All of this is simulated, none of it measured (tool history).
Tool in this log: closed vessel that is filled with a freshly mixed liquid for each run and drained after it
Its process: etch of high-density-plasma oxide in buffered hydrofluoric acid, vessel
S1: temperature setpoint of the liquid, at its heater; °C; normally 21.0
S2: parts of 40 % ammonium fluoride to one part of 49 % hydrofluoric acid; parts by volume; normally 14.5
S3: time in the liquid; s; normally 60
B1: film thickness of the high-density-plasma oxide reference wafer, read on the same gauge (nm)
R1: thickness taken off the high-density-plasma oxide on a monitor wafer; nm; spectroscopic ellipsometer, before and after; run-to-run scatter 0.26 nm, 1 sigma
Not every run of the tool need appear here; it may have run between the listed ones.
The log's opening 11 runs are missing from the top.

run   hour    S1    S2  S3      B1     R1
 12  129.4  26.0  12.5  60  119.97  76.53
 13  146.1  25.5  17.5  90  120.03  80.75
 14  159.6  25.5  17.0  35  120.01  32.53
 15  168.2  25.5  14.5  60  120.01  64.18
 16  184.9  24.0  17.5  50  120.00  41.49
 17  193.0  21.0  12.5  85  119.99  82.09
     202.5  -- gauge calibrated
 18  209.2  21.0  14.5  60  120.03  50.73
 19  215.9  25.5  12.0  40  120.00  51.95
 20  223.3  21.0  14.5  60  120.01  50.92
 21  238.2  24.0  17.0  80  120.00  68.15
 22  246.9  18.5  17.5  90  119.98  55.01
     254.1  -- hydrofluoric acid flow meter replaced
 23  257.9  21.0  14.5  60  119.99  50.80
 24  269.1  22.5  14.5  40  120.00  36.65
 25  284.1  21.0  14.5  60  119.98  50.82

The next listed run, before its measurement:
 26  300.5  25.5  14.5  40   ?   ?

B1: 120.03
R1: 43.15 nm
Had the tool carried no hidden state, the very same run would have given R1 42.14 nm.

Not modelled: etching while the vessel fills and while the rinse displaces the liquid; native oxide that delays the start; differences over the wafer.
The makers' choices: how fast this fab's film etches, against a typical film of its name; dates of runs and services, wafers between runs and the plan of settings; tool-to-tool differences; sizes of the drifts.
